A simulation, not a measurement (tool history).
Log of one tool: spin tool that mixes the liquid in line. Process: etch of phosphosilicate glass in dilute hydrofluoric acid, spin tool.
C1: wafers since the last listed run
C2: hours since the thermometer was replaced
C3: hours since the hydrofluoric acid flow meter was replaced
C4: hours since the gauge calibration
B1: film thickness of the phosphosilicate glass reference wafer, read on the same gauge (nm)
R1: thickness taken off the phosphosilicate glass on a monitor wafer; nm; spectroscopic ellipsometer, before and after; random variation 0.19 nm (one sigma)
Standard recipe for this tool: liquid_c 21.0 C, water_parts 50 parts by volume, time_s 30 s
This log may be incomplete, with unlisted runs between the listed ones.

Run 1, hour 0.0: usual settings but water_parts 65 parts by volume; C1 0; C2 1410.1; C3 773.5; C4 236.3; B1 69.96. Result: R1 39.63 nm.
At hour 0.6: gauge calibrated.
Run 2, hour 45.2: usual settings but water_parts 65 parts by volume; C1 732; C2 1455.3; C3 818.7; C4 44.6; B1 69.98. Result: R1 39.37 nm.
Run 3, hour 55.4: usual settings but water_parts 65 parts by volume; C1 165; C2 1465.5; C3 828.9; C4 54.8; B1 70.02. Result: R1 39.61 nm.
Run 4, hour 68.2: usual settings but water_parts 70 parts by volume; C1 207; C2 1478.3; C3 841.7; C4 67.6; B1 69.98. Result: R1 36.91 nm.
Run 5, hour 76.2: usual settings; C1 129; C2 1486.3; C3 849.7; C4 75.6; B1 69.97. Result: R1 52.20 nm.
Run 6, hour 100.7: usual settings; C1 397; C2 1510.8; C3 874.2; C4 100.1; B1 70.01. Result: R1 52.73 nm.
Run 7, hour 115.8: usual settings; C1 244; C2 1525.9; C3 889.3; C4 115.2; B1 69.99. Result: R1 52.38 nm.
Run 8, hour 124.2: usual settings; C1 136; C2 1534.3; C3 897.7; C4 123.6; B1 70.00. Result: R1 52.45 nm.
Run 9, hour 140.4: usual settings but time_s 25 s; C1 262; C2 1550.5; C3 913.9; C4 139.8; B1 70.03. Result: R1 44.01 nm.
Run 10, hour 155.5: usual settings; C1 244; C2 1565.6; C3 929.0; C4 154.9; B1 70.00. Result: R1 52.62 nm.
Run 11, hour 163.5: usual settings but liquid_c 18.5 C, water_parts 60 parts by volume; C1 129; C2 1573.6; C3 937.0; C4 162.9; B1 69.99. Result: R1 39.12 nm.
At hour 170.2: hydrofluoric acid flow meter replaced.
Run 12, hour 174.1: usual settings but time_s 45 s; C1 155; C2 1584.2; C3 3.9; C4 173.5; B1 70.01. Result: R1 70.77 nm.
Run 13, hour 191.3: usual settings but water_parts 60 parts by volume; C1 278; C2 1601.4; C3 21.1; C4 190.7; B1 69.99. Result: R1 38.93 nm.
Run 14, hour 206.6: usual settings but water_parts 40 parts by volume, time_s 45 s; C1 248; C2 1616.7; C3 36.4; C4 206.0; B1 70.00. Result: R1 89.97 nm.
Run 15, hour 224.2: usual settings but water_parts 35 parts by volume; C1 285; C2 1634.3; C3 54.0; C4 223.6; B1 69.99. Result: R1 68.90 nm.
At hour 233.3: thermometer replaced.
Run 16, hour 233.8: usual settings but time_s 45 s; C1 139; C2 0.5; C3 63.6; C4 233.2; B1 69.99. Result: R1 78.73 nm.
At hour 234.0: gauge calibrated.
Run 17, hour 240.0: usual settings but time_s 40 s; C1 100; C2 6.7; C3 69.8; C4 6.0; B1 70.02. Result: R1 69.62 nm.
Run 18, hour 284.9: usual settings but liquid_c 23.0 C, water_parts 40 parts by volume, time_s 45 s; C1 727; C2 51.6; C3 114.7; C4 50.9; B1 69.98. Result: R1 107.79 nm.
Run 19, hour 294.3: usual settings but liquid_c 18.5 C, time_s 35 s; C1 152; C2 61.0; C3 124.1; C4 60.3; B1 70.00. Result: R1 55.02 nm.
Run 20, hour 304.6: usual settings; C1 166; C2 71.3; C3 134.4; C4 70.6; B1 70.01. Result: R1 52.66 nm.

Predict each of these 5 candidate next runs independently; none follows another, all start after run 20:
Run A, hour 305.0: usual settings; C1 6; C2 71.7; C3 134.8; C4 71.0; B1 ?. Result: R1 ?.
Run B, hour 305.0: usual settings but liquid_c 25.0 C, time_s 15 s; C1 6; C2 71.7; C3 134.8; C4 71.0; B1 ?. Result: R1 ?.
Run C, hour 305.0: usual settings but water_parts 25 parts by volume, time_s 50 s; C1 6; C2 71.7; C3 134.8; C4 71.0; B1 ?. Result: R1 ?.
Run D, hour 305.0: usual settings but liquid_c 18.5 C, water_parts 70 parts by volume, time_s 15 s; C1 6; C2 71.7; C3 134.8; C4 71.0; B1 ?. Result: R1 ?.
Run E, hour 305.0: usual settings but liquid_c 17.5 C, water_parts 35 parts by volume, time_s 35 s; C1 6; C2 71.7; C3 134.8; C4 71.0; B1 ?. Result: R1 ?.

run     B1      R1
  A  69.98   52.85
  B  69.98   31.21
  C  69.98  181.56
  D  69.98   16.59
  E  69.98   77.07
The same runs, with their run-to-run variation unchanged, on a tool lacking any hidden condition would have given:
run      R1
  A   51.95
  B   30.66
  C  178.61
  D   16.30
  E   75.83
